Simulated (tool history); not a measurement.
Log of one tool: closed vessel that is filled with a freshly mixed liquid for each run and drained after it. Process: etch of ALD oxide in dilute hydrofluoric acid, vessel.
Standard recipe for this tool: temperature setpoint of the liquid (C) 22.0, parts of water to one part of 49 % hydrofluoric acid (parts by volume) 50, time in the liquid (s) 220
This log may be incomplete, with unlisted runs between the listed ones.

| run | hour | temperature setpoint of the liquid (C) | parts of water to one part of 49 % hydrofluoric acid (parts by volume) | time in the liquid (s) | read-back film thickness of the ALD oxide reference wafer, read on the same gauge (nm) | thickness taken off the ALD oxide on a monitor wafer (nm) |
|---|---|---|---|---|---|---|
| 1 | 0.0 | 22.0 | 50 | 220 | 150.00 | 46.06 |
| 2 | 82.4 | 22.0 | 50 | 275 | 150.00 | 57.56 |
|  | 111.8 | hydrofluoric acid flow meter replaced |
| 3 | 169.5 | 22.0 | 35 | 220 | 150.00 | 66.55 |
| 4 | 259.8 | 22.0 | 35 | 220 | 150.02 | 68.27 |
| 5 | 305.5 | 22.0 | 55 | 220 | 149.95 | 42.53 |
| 6 | 412.0 | 22.0 | 55 | 220 | 150.03 | 42.70 |
| 7 | 518.7 | 22.0 | 55 | 220 | 150.01 | 42.70 |
| 8 | 580.4 | 22.0 | 50 | 220 | 149.99 | 47.73 |
| 9 | 638.5 | 22.0 | 50 | 220 | 150.02 | 47.42 |
|  | 728.5 | gauge calibrated |
| 10 | 745.7 | 22.0 | 50 | 220 | 149.98 | 46.76 |
|  | 799.5 | thermometer replaced |
| 11 | 800.0 | 22.0 | 50 | 220 | 149.98 | 50.07 |
| 12 | 896.9 | 25.0 | 50 | 185 | 149.98 | 48.16 |
|  | 914.5 | hydrofluoric acid flow meter replaced |
| 13 | 1002.9 | 22.0 | 25 | 220 | 150.03 | 105.08 |
| 14 | 1095.7 | 22.0 | 50 | 220 | 150.05 | 50.89 |
|  | 1142.7 | thermometer replaced, repeated, since the last time left the tool worse |
| 15 | 1202.5 | 26.0 | 40 | 220 | 149.97 | 67.81 |
| 16 | 1270.8 | 22.0 | 50 | 220 | 150.01 | 45.99 |
| 17 | 1373.5 | 22.0 | 70 | 150 | 150.02 | 21.17 |
| 18 | 1436.2 | 23.5 | 50 | 220 | 149.97 | 48.63 |
| 19 | 1570.8 | 22.0 | 50 | 220 | 150.00 | 46.13 |
| 20 | 1637.2 | 19.0 | 35 | 220 | 150.04 | 59.26 |
| 21 | 1709.9 | 22.0 | 30 | 220 | 150.01 | 78.27 |

Branching from run 21: 5 alternative next runs. What would each branch give?
| A | 1710.6 | 22.0 | 50 | 220 | ? | ? |
| B | 1710.6 | 20.0 | 50 | 220 | ? | ? |
| C | 1710.6 | 19.5 | 60 | 305 | ? | ? |
| D | 1710.6 | 26.5 | 70 | 135 | ? | ? |
| E | 1710.6 | 22.0 | 65 | 100 | ? | ? |

| run | read-back film thickness of the ALD oxide reference wafer, read on the same gauge (nm) | thickness taken off the ALD oxide on a monitor wafer (nm) |
|---|---|---|
| A | 150.00 | 45.79 |
| B | 150.00 | 42.11 |
| C | 150.00 | 47.06 |
| D | 150.00 | 23.44 |
| E | 150.00 | 15.71 |
Without the tool's unlogged condition, the same runs would have read:
| run | thickness taken off the ALD oxide on a monitor wafer (nm) |
|---|---|
| A | 44.25 |
| B | 40.68 |
| C | 45.46 |
| D | 22.69 |
| E | 15.19 |
